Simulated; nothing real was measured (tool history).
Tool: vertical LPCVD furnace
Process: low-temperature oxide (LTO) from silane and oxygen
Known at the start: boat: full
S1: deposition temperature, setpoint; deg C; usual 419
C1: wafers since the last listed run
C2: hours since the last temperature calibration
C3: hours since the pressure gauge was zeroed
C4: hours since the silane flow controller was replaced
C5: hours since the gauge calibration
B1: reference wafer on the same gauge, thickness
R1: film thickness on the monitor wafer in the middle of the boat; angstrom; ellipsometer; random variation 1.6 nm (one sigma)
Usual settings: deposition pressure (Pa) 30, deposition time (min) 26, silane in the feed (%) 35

Run 1, day 0: usual settings; C1 0; C2 1007.5; C3 1780.5; C4 1119.1; C5 182.9; B1 237.48. Result: R1 2720.9 angstrom.
Run 2, day 2.717: usual settings; C1 1450; C2 1072.7; C3 1845.7; C4 1184.3; C5 248.1; B1 237.43. Result: R1 2744.3 angstrom.
Run 3, day 4.692: usual settings; C1 1054; C2 1120.1; C3 1893.1; C4 1231.7; C5 295.5; B1 237.7. Result: R1 2764.7 angstrom.
Run 4, day 7.308: usual settings; C1 1397; C2 1182.9; C3 1955.9; C4 1294.5; C5 358.3; B1 238.01. Result: R1 2731.5 angstrom.
Run 5, day 9.35: usual settings; C1 1090; C2 1231.9; C3 2004.9; C4 1343.5; C5 407.3; B1 237.98. Result: R1 2739.5 angstrom.
Run 6, day 12.817: usual settings but silane in the feed (%) 38; C1 1851; C2 1315.1; C3 2088.1; C4 1426.7; C5 490.5; B1 238.75. Result: R1 3057.4 angstrom.
Run 7, day 15.629: usual settings; C1 1501; C2 1382.6; C3 2155.6; C4 1494.2; C5 558; B1 239.13. Result: R1 2779.6 angstrom.
Run 8, day 18.512: usual settings but S1 425 deg C; C1 1539; C2 1451.8; C3 2224.8; C4 1563.4; C5 627.2; B1 238.49. Result: R1 2904.9 angstrom.
Run 9, day 20.288: usual settings but S1 425 deg C; C1 947; C2 1494.4; C3 2267.4; C4 1606; C5 669.8; B1 239.09. Result: R1 2925.7 angstrom.
Run 10, day 22.279: usual settings but S1 425 deg C; C1 1063; C2 1542.2; C3 2315.2; C4 1653.8; C5 717.6; B1 239.54. Result: R1 2953.3 angstrom.
Run 11, day 25.738: usual settings; C1 1846; C2 1625.2; C3 2398.2; C4 1736.8; C5 800.6; B1 240.07. Result: R1 2761.7 angstrom.
Run 12, day 29.1: usual settings; C1 1795; C2 1705.9; C3 2478.9; C4 1817.5; C5 881.3; B1 240.71. Result: R1 2790.5 angstrom.
Run 13, day 33.188: usual settings; C1 2182; C2 1804; C3 2577; C4 1915.6; C5 979.4; B1 241.34. Result: R1 2775.2 angstrom.
Run 14, day 35.246: usual settings but S1 415 deg C, deposition pressure (Pa) 32; C1 1099; C2 1853.4; C3 2626.4; C4 1965; C5 1028.8; B1 242.03. Result: R1 2828.2 angstrom.
Run 15, day 38.908: usual settings; C1 1955; C2 1941.3; C3 2714.3; C4 2052.9; C5 1116.7; B1 242.84. Result: R1 2822.5 angstrom.
At day 41.275: gauge calibrated.
At day 41.933: silane flow controller replaced.
Run 16, day 42.512: usual settings; C1 1390; C2 2027.8; C3 2800.8; C4 13.9; C5 29.7; B1 235.37. Result: R1 2714.6 angstrom.
Run 17, day 45.779: usual settings but deposition pressure (Pa) 25.3, silane in the feed (%) 37; C1 1744; C2 2106.2; C3 2879.2; C4 92.3; C5 108.1; B1 235.89. Result: R1 2459.1 angstrom.
Run 18, day 49.458: usual settings but S1 429 deg C, deposition pressure (Pa) 22.7, deposition time (min) 19, silane in the feed (%) 28; C1 1964; C2 2194.5; C3 2967.5; C4 180.6; C5 196.4; B1 235.76. Result: R1 1227.2 angstrom.
At day 53.817: pressure gauge zeroed.
Run 19, day 53.838: usual settings but silane in the feed (%) 30; C1 1804; C2 2299.6; C3 0.5; C4 285.7; C5 301.5; B1 236.19. Result: R1 2245.3 angstrom.
Run 20, day 54.704: usual settings but S1 413 deg C, deposition pressure (Pa) 28; C1 462; C2 2320.4; C3 21.3; C4 306.5; C5 322.3; B1 236.21. Result: R1 2398.8 angstrom.
Run 21, day 58.675: usual settings but deposition pressure (Pa) 25.3, silane in the feed (%) 37; C1 2120; C2 2415.7; C3 116.6; C4 401.8; C5 417.6; B1 236.33. Result: R1 2468 angstrom.
Run 22, day 62.45: usual settings but deposition pressure (Pa) 32, deposition time (min) 30.5; C1 2015; C2 2506.3; C3 207.2; C4 492.4; C5 508.2; B1 236.69. Result: R1 3413.1 angstrom.
At day 63.542: thermocouples replaced and temperature profile calibrated.
Run 23, day 65.512: usual settings but deposition pressure (Pa) 25.3, silane in the feed (%) 38; C1 1101; C2 47.3; C3 280.7; C4 565.9; C5 581.7; B1 237.22. Result: R1 2543.2 angstrom.
Run 24, day 74.804: usual settings; C1 4961; C2 270.3; C3 503.7; C4 788.9; C5 804.7; B1 238.77. Result: R1 2784.5 angstrom.
Run 25, day 79.25: usual settings but S1 424 deg C, deposition pressure (Pa) 32.7, silane in the feed (%) 32; C1 2373; C2 377; C3 610.4; C4 895.6; C5 911.4; B1 239.85. Result: R1 2836.9 angstrom.
Run 26, day 82.8: usual settings; C1 1895; C2 462.2; C3 695.6; C4 980.8; C5 996.6; B1 240.22. Result: R1 2736.1 angstrom.
Run 27, day 84.558: usual settings but S1 408 deg C, deposition time (min) 35; C1 938; C2 504.4; C3 737.8; C4 1023; C5 1038.8; B1 240.42. Result: R1 3291.2 angstrom.

Forecast each of these 5 alternatives for the next run:
Run A, day 84.717: usual settings; C1 84; C2 508.2; C3 741.6; C4 1026.8; C5 1042.6; B1 ?. Result: R1 ?.
Run B, day 84.717: usual settings but S1 415 deg C, deposition pressure (Pa) 25.3, deposition time (min) 32, silane in the feed (%) 41; C1 84; C2 508.2; C3 741.6; C4 1026.8; C5 1042.6; B1 ?. Result: R1 ?.
Run C, day 84.717: usual settings but deposition time (min) 30.5, silane in the feed (%) 32; C1 84; C2 508.2; C3 741.6; C4 1026.8; C5 1042.6; B1 ?. Result: R1 ?.
Run D, day 84.717: usual settings but S1 427 deg C, deposition time (min) 19; C1 84; C2 508.2; C3 741.6; C4 1026.8; C5 1042.6; B1 ?. Result: R1 ?.
Run E, day 84.717: usual settings but S1 411 deg C, deposition time (min) 29; C1 84; C2 508.2; C3 741.6; C4 1026.8; C5 1042.6; B1 ?. Result: R1 ?.

run      B1      R1
  A  241.08  2779.1
  B  241.08  3347.4
  C  241.08  2896.2
  D  241.08  2208.7
  E  241.08  2842.7
Without the tool's hidden state the same runs would have given:
run      R1
  A  2725.4
  B  3282.8
  C  2840.2
  D  2166.1
  E  2787.8
